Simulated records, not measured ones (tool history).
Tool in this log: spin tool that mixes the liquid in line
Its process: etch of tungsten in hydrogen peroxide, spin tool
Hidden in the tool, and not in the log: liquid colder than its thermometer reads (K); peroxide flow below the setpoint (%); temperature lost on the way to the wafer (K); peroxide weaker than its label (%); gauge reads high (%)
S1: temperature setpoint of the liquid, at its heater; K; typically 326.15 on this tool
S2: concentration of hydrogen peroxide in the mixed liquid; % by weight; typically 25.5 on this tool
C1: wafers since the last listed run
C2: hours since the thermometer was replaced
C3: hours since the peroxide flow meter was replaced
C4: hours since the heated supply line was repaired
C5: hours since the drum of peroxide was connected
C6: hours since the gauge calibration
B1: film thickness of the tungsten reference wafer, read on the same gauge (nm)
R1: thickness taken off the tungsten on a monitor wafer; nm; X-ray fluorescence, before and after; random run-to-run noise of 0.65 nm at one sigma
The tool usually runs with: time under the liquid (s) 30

Run 1, day 0.000: usual settings but S2 19.5 % by weight; C1 0; C2 1107.5; C3 1220.6; C4 3616.0; C5 566.3; C6 840.6; B1 90.01. Result: R1 100.81 nm.
Run 2, day 1.308: usual settings; C1 521; C2 1138.9; C3 1252.0; C4 3647.4; C5 597.7; C6 872.0; B1 90.00. Result: R1 114.19 nm.
At day 1.529: new drum of peroxide connected.
Run 3, day 2.867: usual settings; C1 604; C2 1176.3; C3 1289.4; C4 3684.8; C5 32.1; C6 909.4; B1 89.98. Result: R1 115.32 nm.
Run 4, day 3.892: usual settings; C1 408; C2 1200.9; C3 1314.0; C4 3709.4; C5 56.7; C6 934.0; B1 89.97. Result: R1 115.04 nm.
At day 4.346: thermometer replaced.
Run 5, day 5.329: usual settings; C1 556; C2 23.6; C3 1348.5; C4 3743.9; C5 91.2; C6 968.5; B1 89.99. Result: R1 114.68 nm.
Run 6, day 7.238: usual settings but S1 323.15 K, time under the liquid (s) 25; C1 760; C2 69.4; C3 1394.3; C4 3789.7; C5 137.0; C6 1014.3; B1 90.01. Result: R1 79.67 nm.
Run 7, day 10.000: usual settings but S1 323.15 K, time under the liquid (s) 25; C1 1101; C2 135.7; C3 1460.6; C4 3856.0; C5 203.3; C6 1080.6; B1 90.00. Result: R1 80.35 nm.
Run 8, day 11.388: usual settings but S1 323.15 K, time under the liquid (s) 25; C1 553; C2 169.0; C3 1493.9; C4 3889.3; C5 236.6; C6 1113.9; B1 89.99. Result: R1 80.19 nm.
Run 9, day 14.092: usual settings but time under the liquid (s) 40; C1 1078; C2 233.9; C3 1558.8; C4 3954.2; C5 301.5; C6 1178.8; B1 90.03. Result: R1 154.94 nm.
Run 10, day 16.846: usual settings but time under the liquid (s) 40; C1 1097; C2 300.0; C3 1624.9; C4 4020.3; C5 367.6; C6 1244.9; B1 90.01. Result: R1 152.63 nm.
At day 19.383: gauge calibrated.
Run 11, day 19.504: usual settings but time under the liquid (s) 40; C1 1059; C2 363.8; C3 1688.7; C4 4084.1; C5 431.4; C6 2.9; B1 90.01. Result: R1 152.64 nm.
Run 12, day 21.354: usual settings; C1 737; C2 408.2; C3 1733.1; C4 4128.5; C5 475.8; C6 47.3; B1 89.99. Result: R1 115.79 nm.
Run 13, day 22.746: usual settings but S1 323.65 K; C1 554; C2 441.6; C3 1766.5; C4 4161.9; C5 509.2; C6 80.7; B1 89.99. Result: R1 99.32 nm.
Run 14, day 24.938: usual settings; C1 873; C2 494.2; C3 1819.1; C4 4214.5; C5 561.8; C6 133.3; B1 90.00. Result: R1 116.29 nm.
At day 26.883: new drum of peroxide connected.
At day 27.079: peroxide flow meter replaced.
Run 15, day 27.100: usual settings but S1 331.65 K, S2 28.5 % by weight; C1 828; C2 546.1; C3 0.5; C4 4266.4; C5 5.2; C6 185.2; B1 90.00. Result: R1 168.10 nm.
Run 16, day 29.767: usual settings but time under the liquid (s) 20; C1 1063; C2 610.1; C3 64.5; C4 4330.4; C5 69.2; C6 249.2; B1 90.03. Result: R1 76.98 nm.
Run 17, day 32.396: usual settings; C1 1048; C2 673.2; C3 127.6; C4 4393.5; C5 132.3; C6 312.3; B1 89.99. Result: R1 114.59 nm.
Run 18, day 33.750: usual settings but S1 319.15 K, S2 30.0 % by weight; C1 539; C2 705.7; C3 160.1; C4 4426.0; C5 164.8; C6 344.8; B1 89.99. Result: R1 80.62 nm.
At day 34.371: heated supply line repaired.
Run 19, day 36.517: usual settings but S2 30.0 % by weight, time under the liquid (s) 15; C1 1086; C2 772.1; C3 226.5; C4 51.5; C5 231.2; C6 411.2; B1 90.03. Result: R1 62.67 nm.
Run 20, day 38.867: usual settings but S2 19.5 % by weight, time under the liquid (s) 15; C1 936; C2 828.5; C3 282.9; C4 107.9; C5 287.6; C6 467.6; B1 90.01. Result: R1 50.20 nm.
Run 21, day 39.900: usual settings but S2 30.0 % by weight; C1 411; C2 853.3; C3 307.7; C4 132.7; C5 312.4; C6 492.4; B1 90.01. Result: R1 124.91 nm.
Run 22, day 42.275: usual settings but S1 316.65 K, S2 30.0 % by weight, time under the liquid (s) 35; C1 946; C2 910.3; C3 364.7; C4 189.7; C5 369.4; C6 549.4; B1 90.01. Result: R1 81.16 nm.
Run 23, day 44.250: usual settings; C1 787; C2 957.7; C3 412.1; C4 237.1; C5 416.8; C6 596.8; B1 90.00. Result: R1 115.43 nm.
At day 45.804: thermometer replaced.
Run 24, day 51.700: usual settings but S1 335.65 K, time under the liquid (s) 35; C1 2953; C2 141.5; C3 590.9; C4 415.9; C5 595.6; C6 775.6; B1 89.99. Result: R1 233.74 nm.
At day 57.192: new drum of peroxide connected.
Run 25, day 58.808: usual settings but S1 334.65 K; C1 2817; C2 312.1; C3 761.5; C4 586.5; C5 38.8; C6 946.2; B1 90.00. Result: R1 191.80 nm.
Run 26, day 61.146: usual settings but S1 332.65 K, S2 22.0 % by weight, time under the liquid (s) 45; C1 931; C2 368.2; C3 817.6; C4 642.6; C5 94.9; C6 1002.3; B1 90.04. Result: R1 236.42 nm.

What differs in the tool's unlogged condition from the final listed run ahead of each entry between runs to the first listed run following it?
Between runs 2 and 3: new drum of peroxide connected (day 1.529)
  the hidden state is the same at both runs
Between runs 4 and 5: thermometer replaced (day 4.346)
  the hidden state is the same at both runs
Between runs 10 and 11: gauge calibrated (day 19.383)
  the hidden state is the same at both runs
Between runs 14 and 15: new drum of peroxide connected (day 26.883); peroxide flow meter replaced (day 27.079)
  the hidden state is the same at both runs
Between runs 18 and 19: heated supply line repaired (day 34.371)
  the hidden state is the same at both runs
Between runs 23 and 24: thermometer replaced (day 45.804)
  the hidden state is the same at both runs
Between runs 24 and 25: new drum of peroxide connected (day 57.192)
  the hidden state is the same at both runs
